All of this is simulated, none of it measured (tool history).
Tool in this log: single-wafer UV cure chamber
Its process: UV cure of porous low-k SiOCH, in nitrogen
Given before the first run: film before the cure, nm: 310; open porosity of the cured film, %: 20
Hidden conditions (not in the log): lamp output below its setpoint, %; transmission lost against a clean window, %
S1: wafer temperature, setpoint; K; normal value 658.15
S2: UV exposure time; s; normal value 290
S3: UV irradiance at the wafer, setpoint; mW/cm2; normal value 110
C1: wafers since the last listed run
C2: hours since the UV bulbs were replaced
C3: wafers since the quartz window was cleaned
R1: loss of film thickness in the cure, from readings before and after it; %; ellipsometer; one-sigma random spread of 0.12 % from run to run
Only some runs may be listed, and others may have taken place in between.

| run | hour | S1 | S2 | S3 | C1 | C2 | C3 | R1 |
|---|---|---|---|---|---|---|---|---|
| 1 | 0 | 658.15 | 290 | 110 | 0 | 2792.4 | 1618 | 11.754 |
| 2 | 47.3 | 658.15 | 290 | 110 | 186 | 2839.7 | 1805 | 11.882 |
| 3 | 101.4 | 658.15 | 290 | 110 | 213 | 2893.8 | 2018 | 11.69 |
| 4 | 155.8 | 658.15 | 290 | 110 | 214 | 2948.2 | 2233 | 11.422 |
| 5 | 215.6 | 658.15 | 290 | 110 | 236 | 3008 | 2470 | 11.216 |
| 6 | 253.7 | 658.15 | 290 | 110 | 150 | 3046.1 | 2620 | 11.136 |
| 7 | 311.2 | 658.15 | 290 | 110 | 227 | 3103.6 | 2847 | 10.747 |
| 8 | 373.4 | 658.15 | 290 | 83 | 245 | 3165.8 | 3093 | 9.338 |
| 9 | 413.7 | 641.15 | 125 | 126 | 159 | 3206.1 | 3252 | 6.992 |
|  | 457.1 | UV bulbs replaced |
|  | 457.5 | quartz window cleaned |
| 10 | 483.4 | 639.15 | 130 | 95 | 241 | 26.3 | 102 | 8.726 |
| 11 | 514.4 | 658.15 | 145 | 110 | 122 | 57.3 | 224 | 10.436 |
| 12 | 547.4 | 639.15 | 400 | 83 | 130 | 90.3 | 355 | 13.657 |
| 13 | 605.3 | 658.15 | 290 | 110 | 228 | 148.2 | 583 | 13.742 |
| 14 | 672.5 | 658.15 | 430 | 72 | 265 | 215.4 | 849 | 13.837 |
| 15 | 716 | 658.15 | 340 | 110 | 171 | 258.9 | 1021 | 14.462 |

State the hidden condition of the tool at each of the runs:
H1: lamp output below its setpoint, %
H2: transmission lost against a clean window, %
| run | H1 | H2 |
|---|---|---|
| 1 | 33.9 | 5.76 |
| 2 | 35 | 6.54 |
| 3 | 36.4 | 7.55 |
| 4 | 37.7 | 8.68 |
| 5 | 39.2 | 10.1 |
| 6 | 40.2 | 11 |
| 7 | 41.7 | 12.5 |
| 8 | 43.4 | 14.3 |
| 9 | 44.4 | 15.6 |
| 10 | 6.69 | 1.19 |
| 11 | 6.7 | 1.23 |
| 12 | 6.72 | 1.33 |
| 13 | 6.78 | 1.59 |
| 14 | 6.89 | 2.06 |
| 15 | 6.97 | 2.46 |
